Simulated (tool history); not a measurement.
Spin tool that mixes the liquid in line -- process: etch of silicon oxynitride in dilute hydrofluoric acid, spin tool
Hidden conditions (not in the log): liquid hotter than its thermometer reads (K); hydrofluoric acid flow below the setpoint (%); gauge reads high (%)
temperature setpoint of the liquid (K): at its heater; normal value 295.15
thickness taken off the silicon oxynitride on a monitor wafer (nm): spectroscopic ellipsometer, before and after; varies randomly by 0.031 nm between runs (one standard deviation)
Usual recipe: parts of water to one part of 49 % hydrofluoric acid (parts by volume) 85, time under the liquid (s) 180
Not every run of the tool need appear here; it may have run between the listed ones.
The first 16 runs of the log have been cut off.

run	hour	temperature setpoint of the liquid (K)	parts of water to one part of 49 % hydrofluoric acid (parts by volume)	time under the liquid (s)	wafers since the last listed run	hours since the thermometer was replaced	hours since the hydrofluoric acid flow meter was replaced	hours since the gauge calibration	read-back film thickness of the silicon oxynitride reference wafer, read on the same gauge (nm)	thickness taken off the silicon oxynitride on a monitor wafer (nm)
# hour 194.3: hydrofluoric acid flow meter replaced
17	194.8	295.15	85	180	45	47.5	0.5	456.3	50.009	4.221
# hour 195.0: gauge calibrated
18	204.4	299.15	85	95	65	57.1	10.1	9.4	49.979	2.726
19	214.5	293.65	85	210	68	67.2	20.2	19.5	49.975	4.652
20	232.1	295.15	85	180	119	84.8	37.8	37.1	50.021	4.228
21	247.1	295.15	85	180	102	99.8	52.8	52.1	49.972	4.228
22	254.6	298.65	95	240	51	107.3	60.3	59.6	49.986	5.929
23	264.5	298.15	65	145	67	117.2	70.2	69.5	49.973	5.288
24	272.5	293.65	120	210	54	125.2	78.2	77.5	50.027	3.215
25	288.3	297.15	85	125	107	141.0	94.0	93.3	49.969	3.252
26	303.3	295.15	100	180	102	156.0	109.0	108.3	49.972	3.590
27	316.0	299.15	85	180	86	168.7	121.7	121.0	49.994	5.086
28	330.6	295.15	85	180	99	183.3	136.3	135.6	50.017	4.217

Estimate the outcome of run 29 from the log above:
29	338.6	297.65	70	250	54	191.3	144.3	143.6	?	?

{"run 29": {"read-back film thickness of the silicon oxynitride reference wafer, read on the same gauge (nm)": 50.002, "thickness taken off the silicon oxynitride on a monitor wafer (nm)": 8.138}}
With no hidden state in the tool, this same run would have given thickness taken off the silicon oxynitride on a monitor wafer (nm) 8.402.

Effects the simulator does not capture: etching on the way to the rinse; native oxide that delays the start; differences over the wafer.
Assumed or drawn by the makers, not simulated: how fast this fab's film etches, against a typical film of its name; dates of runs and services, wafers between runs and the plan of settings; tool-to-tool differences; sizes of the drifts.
